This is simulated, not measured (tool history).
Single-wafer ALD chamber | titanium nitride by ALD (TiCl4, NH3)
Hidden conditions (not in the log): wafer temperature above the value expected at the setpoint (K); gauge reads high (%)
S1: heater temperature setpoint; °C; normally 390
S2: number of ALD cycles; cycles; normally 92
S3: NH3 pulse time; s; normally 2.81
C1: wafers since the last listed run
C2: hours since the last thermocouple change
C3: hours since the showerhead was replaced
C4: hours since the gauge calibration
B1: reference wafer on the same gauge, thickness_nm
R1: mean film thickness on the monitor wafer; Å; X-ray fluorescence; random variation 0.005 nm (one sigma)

| run | hour | S1 | S2 | S3 | C1 | C2 | C3 | C4 | B1 | R1 |
|---|---|---|---|---|---|---|---|---|---|---|
| 1 | 0.0 | 379 | 92 | 3.23 | 0 | 1509.9 | 4456.5 | 83.5 | 2.047 | 20.09 |
| 2 | 15.4 | 390 | 92 | 2.81 | 46 | 1525.3 | 4471.9 | 98.9 | 2.046 | 20.11 |
| 3 | 26.1 | 390 | 92 | 2.81 | 31 | 1536.0 | 4482.6 | 109.6 | 2.043 | 20.01 |
| 4 | 60.4 | 390 | 92 | 3.47 | 102 | 1570.3 | 4516.9 | 143.9 | 2.043 | 20.14 |
| 5 | 71.2 | 390 | 92 | 2.81 | 32 | 1581.1 | 4527.7 | 154.7 | 2.042 | 19.94 |
|  | 93.0 | thermocouple changed; heater temperature recalibrated |
| 6 | 93.5 | 390 | 100 | 2.81 | 42 | 0.5 | 4550.0 | 177.0 | 2.039 | 21.73 |
| 7 | 102.0 | 390 | 100 | 2.81 | 25 | 9.0 | 4558.5 | 185.5 | 2.041 | 21.74 |
|  | 112.5 | showerhead replaced |
| 8 | 113.0 | 390 | 100 | 2.81 | 8 | 20.0 | 0.5 | 196.5 | 2.040 | 21.77 |
| 9 | 118.9 | 390 | 92 | 2.81 | 17 | 25.9 | 6.4 | 202.4 | 2.039 | 20.08 |
| 10 | 134.3 | 390 | 92 | 2.81 | 46 | 41.3 | 21.8 | 217.8 | 2.038 | 20.05 |
| 11 | 145.7 | 390 | 92 | 2.81 | 34 | 52.7 | 33.2 | 229.2 | 2.039 | 20.08 |
| 12 | 152.2 | 383 | 74 | 1.73 | 19 | 59.2 | 39.7 | 235.7 | 2.040 | 15.63 |
| 13 | 170.1 | 390 | 100 | 2.81 | 53 | 77.1 | 57.6 | 253.6 | 2.038 | 21.63 |
| 14 | 186.0 | 386 | 83 | 2.81 | 47 | 93.0 | 73.5 | 269.5 | 2.038 | 17.98 |

What does the tool deliver on the next run?
|  | 187.9 | gauge calibrated |
| 15 | 203.9 | 376 | 108 | 3.66 | 53 | 110.9 | 91.4 | 16.0 | ? | ? |

{"run 15": {"B1": 2.061, "R1": 23.9}}
The same run, on a tool lacking any hidden state, would have yielded R1 23.89 Å.
